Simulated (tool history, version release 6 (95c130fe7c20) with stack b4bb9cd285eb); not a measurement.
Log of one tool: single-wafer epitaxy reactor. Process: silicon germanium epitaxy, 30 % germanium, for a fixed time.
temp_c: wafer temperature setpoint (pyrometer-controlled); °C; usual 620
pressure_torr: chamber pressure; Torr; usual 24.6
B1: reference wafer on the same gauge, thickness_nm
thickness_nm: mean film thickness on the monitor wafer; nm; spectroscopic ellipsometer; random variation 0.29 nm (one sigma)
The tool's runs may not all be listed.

Run 1, day 0: usual settings; B1 108.943. Result: thickness_nm 100.88 nm.
Run 2, day 0.879: usual settings; B1 108.86. Result: thickness_nm 100.39 nm.
Run 3, day 3.233: usual settings; B1 108.974. Result: thickness_nm 101.165 nm.
Run 4, day 3.988: usual settings but pressure_torr 20.7 Torr; B1 108.917. Result: thickness_nm 92.261 nm.
Run 5, day 4.521: usual settings but pressure_torr 20.9 Torr; B1 108.933. Result: thickness_nm 93.103 nm.
At day 5.129: pyrometer calibrated.
Run 6, day 5.429: usual settings but pressure_torr 20.9 Torr; B1 109.004. Result: thickness_nm 82.799 nm.
Run 7, day 6.179: usual settings but pressure_torr 20.9 Torr; B1 108.894. Result: thickness_nm 83.43 nm.
Run 8, day 6.717: usual settings; B1 108.923. Result: thickness_nm 91.046 nm.
At day 7.154: gauge calibrated.
Run 9, day 8.108: usual settings but temp_c 628 °C, pressure_torr 28.5 Torr; B1 108.875. Result: thickness_nm 111.154 nm.
Run 10, day 8.762: usual settings but temp_c 634 °C, pressure_torr 28.3 Torr; B1 108.902. Result: thickness_nm 120.887 nm.
At day 10.146: capacitance manometer re-zeroed and calibrated.
Run 11, day 10.167: usual settings; B1 108.805. Result: thickness_nm 91.177 nm.
Run 12, day 10.696: usual settings; B1 108.917. Result: thickness_nm 91.121 nm.
At day 11.583: showerhead replaced.
Run 13, day 11.629: usual settings; B1 108.863. Result: thickness_nm 90.766 nm.
Run 14, day 12.288: usual settings but temp_c 631 °C; B1 108.86. Result: thickness_nm 107.642 nm.
Run 15, day 13.746: usual settings but temp_c 625 °C, pressure_torr 22.3 Torr; B1 108.858. Result: thickness_nm 93.169 nm.
Run 16, day 14.862: usual settings but temp_c 624 °C, pressure_torr 20.8 Torr; B1 108.912. Result: thickness_nm 88.177 nm.
Run 17, day 16.292: usual settings but pressure_torr 22.1 Torr; B1 108.87. Result: thickness_nm 86.246 nm.

Forecast each of these 4 alternatives for the next run:
Run A, day 16.308: usual settings but pressure_torr 27.1 Torr; B1 ?. Result: thickness_nm ?.
Run B, day 16.308: usual settings but temp_c 615 °C, pressure_torr 21.8 Torr; B1 ?. Result: thickness_nm ?.
Run C, day 16.308: usual settings but temp_c 634 °C, pressure_torr 26.6 Torr; B1 ?. Result: thickness_nm ?.
Run D, day 16.308: usual settings but pressure_torr 21.1 Torr; B1 ?. Result: thickness_nm ?.

run      B1  thickness_nm
  A  108.92        95.884
  B  108.92        78.875
  C  108.92       117.401
  D  108.92         83.64
Without the tool's hidden state the same runs would have given:
run  thickness_nm
  A         96.12
  B        79.071
  C       117.682
  D        83.846

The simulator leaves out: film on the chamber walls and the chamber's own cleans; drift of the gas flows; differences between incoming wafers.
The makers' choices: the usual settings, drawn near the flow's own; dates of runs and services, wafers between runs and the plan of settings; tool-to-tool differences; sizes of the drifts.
